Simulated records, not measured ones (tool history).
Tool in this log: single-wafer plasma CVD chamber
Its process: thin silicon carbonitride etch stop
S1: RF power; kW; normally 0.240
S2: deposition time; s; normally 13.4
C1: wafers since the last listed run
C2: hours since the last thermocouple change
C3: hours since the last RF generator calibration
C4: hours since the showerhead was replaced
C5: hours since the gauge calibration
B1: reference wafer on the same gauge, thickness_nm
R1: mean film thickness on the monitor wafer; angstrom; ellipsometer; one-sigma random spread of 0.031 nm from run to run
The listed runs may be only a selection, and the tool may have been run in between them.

run	hour	S1	S2	C1	C2	C3	C4	C5	B1	R1
1	0.0	0.240	13.4	0	1721.1	286.6	3502.4	345.9	6.812	80.15
2	104.0	0.240	13.4	2119	1825.1	390.6	3606.4	449.9	6.810	79.82
3	169.3	0.240	13.4	1330	1890.4	455.9	3671.7	515.2	6.813	79.97
4	254.9	0.240	13.4	1744	1976.0	541.5	3757.3	600.8	6.822	79.74
5	300.9	0.240	13.4	937	2022.0	587.5	3803.3	646.8	6.806	79.21
6	354.6	0.240	13.4	1094	2075.7	641.2	3857.0	700.5	6.808	79.17
7	417.2	0.220	13.4	1275	2138.3	703.8	3919.6	763.1	6.813	78.03
# hour 430.2: gauge calibrated
8	464.9	0.240	13.4	972	2186.0	751.5	3967.3	34.7	6.808	79.33
9	524.8	0.240	13.4	1220	2245.9	811.4	4027.2	94.6	6.809	79.19
10	597.5	0.240	13.4	1481	2318.6	884.1	4099.9	167.3	6.810	79.21
11	695.0	0.240	13.4	1986	2416.1	981.6	4197.4	264.8	6.809	79.16
# hour 731.8: thermocouple changed; heater temperature recalibrated
12	802.8	0.240	13.4	2033	71.0	1089.4	4305.2	372.6	6.807	78.76
13	874.7	0.240	13.4	1465	142.9	1161.3	4377.1	444.5	6.812	79.00
14	914.9	0.240	13.4	819	183.1	1201.5	4417.3	484.7	6.814	78.71
15	952.0	0.240	11.1	756	220.2	1238.6	4454.4	521.8	6.817	65.08
# hour 1012.9: RF generator calibrated
16	1032.3	0.260	12.5	1473	300.5	19.4	4534.7	602.1	6.805	76.30
17	1120.8	0.285	11.1	1803	389.0	107.9	4623.2	690.6	6.811	68.74
18	1174.4	0.240	13.4	1092	442.6	161.5	4676.8	744.2	6.802	79.98
19	1231.5	0.275	11.5	1163	499.7	218.6	4733.9	801.3	6.815	71.15
# hour 1261.1: gauge calibrated
# hour 1306.9: showerhead replaced
20	1307.4	0.225	15.6	1383	575.6	294.5	0.5	46.3	6.811	91.63
21	1596.9	0.200	13.4	5899	865.1	584.0	290.0	335.8	6.813	76.39
22	1696.6	0.240	14.3	2031	964.8	683.7	389.7	435.5	6.814	84.97

For some of the steps in R1 from one run to the next: how much would appear even if the tool had no hidden state, given the settings, what came in and random variation, and how much remains for the hidden state plus any gauge scatter that the measured result and the result without hidden state don't share?
Hidden state at play: wafer temperature above the value expected at the setpoint (K); delivered RF power above the setpoint (%); gauge reads high (%).
Run 14 -> 15: S2 13.4 -> 11.1. R1 -13.63 angstrom: hidden state +0.24, all else -13.87.
Run 15 -> 16: S1 0.240 -> 0.260, S2 11.1 -> 12.5, RF generator calibrated. R1 +11.22 angstrom: hidden state +1.31, all else +9.91.
Run 19 -> 20: S1 0.275 -> 0.225, S2 11.5 -> 15.6, gauge calibrated, showerhead replaced. R1 +20.48 angstrom: hidden state -0.18, all else +20.66.
Run 20 -> 21: S1 0.225 -> 0.200, S2 15.6 -> 13.4. R1 -15.24 angstrom: hidden state -0.24, all else -15.00.

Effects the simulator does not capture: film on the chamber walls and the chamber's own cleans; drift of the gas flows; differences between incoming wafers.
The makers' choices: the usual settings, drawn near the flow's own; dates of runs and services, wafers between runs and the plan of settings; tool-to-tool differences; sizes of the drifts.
